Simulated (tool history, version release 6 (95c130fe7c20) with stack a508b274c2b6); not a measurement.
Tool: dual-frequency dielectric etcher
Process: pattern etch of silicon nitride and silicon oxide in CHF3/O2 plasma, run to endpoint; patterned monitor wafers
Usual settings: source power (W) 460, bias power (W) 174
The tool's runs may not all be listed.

run    hour  source power (W)  bias power (W)  incoming incoming film thickness, nm  endpoint time (s)
  1     0.0               460             174                                 287.8              198.1
  2    68.3               460             174                                 288.5              201.7
  3    92.3               460             174                                 288.1              199.5
  4   149.4               460             174                                 288.6              202.6
  5   202.3               460             162                                 293.0              214.9
  6   259.6               460             164                                 287.3              208.4
  7   312.0               460             193                                 290.2              190.1
  8   349.3               460             174                                 288.2              198.8
  9   374.5               460             174                                 288.4              200.1
      441.4  -- wet clean of the chamber
 10   441.9               460             174                                 289.5              202.0
 11   448.6               460             174                                 289.0              203.2
 12   494.5               580             212                                 289.3              172.5
 13   529.2               390             174                                 289.7              211.3
 14   586.3               460             174                                 285.1              198.8
 15   610.7               430             199                                 285.8              187.4
 16   653.2               460             174                                 292.5              204.9
 17   717.7               460             174                                 290.2              203.7
 18   764.1               460             192                                 289.1              193.6
 19   798.0               460             174                                 289.1              203.1
 20   852.4               390             211                                 288.1              186.1
 21   895.4               460             174                                 289.7              205.6
      908.2  -- source power generator calibrated
      939.9  -- wet clean of the chamber
 22   940.4               460             174                                 291.4              202.8
     1087.1  -- bias power generator calibrated
     1141.9  -- upper electrode replaced
 23  1142.4               460             174                                 288.5              200.1
 24  1190.5               410             174                                 286.8              207.8
 25  1242.7               550             174                                 290.3              192.4
 26  1286.5               380             213                                 287.9              188.8

Forecast run 27:
 27  1351.0               360             136                                 289.7                  ?

Run 27 gave endpoint time (s) 244.4.
Without the tool's hidden state the same run would have given endpoint time (s) 244.4.
